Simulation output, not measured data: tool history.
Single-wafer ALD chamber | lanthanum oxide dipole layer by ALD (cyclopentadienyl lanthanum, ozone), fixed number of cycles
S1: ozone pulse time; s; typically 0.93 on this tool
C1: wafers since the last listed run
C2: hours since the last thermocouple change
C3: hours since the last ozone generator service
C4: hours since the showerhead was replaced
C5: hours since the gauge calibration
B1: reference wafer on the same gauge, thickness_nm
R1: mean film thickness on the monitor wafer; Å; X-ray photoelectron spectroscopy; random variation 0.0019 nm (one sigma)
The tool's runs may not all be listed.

run     day    S1   C1      C2      C3      C4     C5     B1    R1
  1       0  1.06    0  1263.7  1443.6  5765.2  193.4   0.49   4.9
  2   1.367  1.06  517  1296.5  1476.4    5798  226.2   0.49  4.87
  3   2.475  1.06  419  1323.1    1503  5824.6  252.8   0.49  4.83
  4   3.158  1.11  258  1339.5  1519.4    5841  269.2   0.49  4.99
  5     4.4  1.11  470  1369.3  1549.2  5870.8    299   0.49  4.99
  6   5.475  1.11  407  1395.1    1575  5896.6  324.8   0.49  4.98
  7   6.821  0.73  509  1427.4  1607.3  5928.9  357.1  0.491  3.71
  8    7.35  0.73  200  1440.1    1620  5941.6  369.8  0.491  3.74
  9   8.567  0.73  460  1469.3  1649.2  5970.8    399   0.49  3.71
      9.621  -- thermocouple changed; heater temperature recalibrated
 10   9.642  0.93  280     0.5    1675  5996.6  424.8   0.49  4.48
     10.558  -- showerhead replaced
 11  12.492  0.93  953    68.9  1743.4    46.4  493.2  0.489  4.48
 12  13.975  0.93  561   104.5    1779      82  528.8   0.49  4.48
 13  15.096  0.57  424   131.4  1805.9   108.9  555.7   0.49  2.82
 14  16.296   0.8  454   160.2  1834.7   137.7  584.5  0.489  4.03
 15  17.671  0.61  520   193.2  1867.7   170.7  617.5   0.49  3.06
 16  19.167  1.19  566   229.1  1903.6   206.6  653.4   0.49  5.13
      19.75  -- ozone generator serviced
 17  20.162  0.73  250     253     9.9   230.5  677.3   0.49  4.44
     20.442  -- gauge calibrated
 18  21.175  0.93  383   277.3    34.2   254.8   17.6  0.489  5.13
 19  22.654  0.72  560   312.8    69.7   290.3   53.1  0.489  4.34
 20  23.458  0.93  304   332.1      89   309.6   72.4   0.49  5.09
 21   24.75  0.79  489   363.1     120   340.6  103.4  0.491   4.6
 22  27.183  0.93  921   421.5   178.4     399  161.8   0.49  5.02
 23  27.929  1.26  282   439.4   196.3   416.9  179.7   0.49  5.64
 24  29.396  1.09  555   474.6   231.5   452.1  214.9   0.49  5.38
 25  30.717  1.05  500   506.3   263.2   483.8  246.6   0.49  5.25

4 options for the next run, each taken on its own from the tool as it stands now. Forecast them:
  A  30.733  0.77   6  506.7  263.6  484.2  247   ?   ?
  B  30.733  0.83   6  506.7  263.6  484.2  247   ?   ?
  C  30.733  0.59   6  506.7  263.6  484.2  247   ?   ?
  D  30.733  0.82   6  506.7  263.6  484.2  247   ?   ?

run    B1    R1
  A  0.49  4.43
  B  0.49  4.66
  C  0.49  3.48
  D  0.49  4.62
The same runs, with their run-to-run variation unchanged, on a tool lacking any hidden condition would have given:
run    R1
  A  4.65
  B  4.87
  C  3.71
  D  4.84
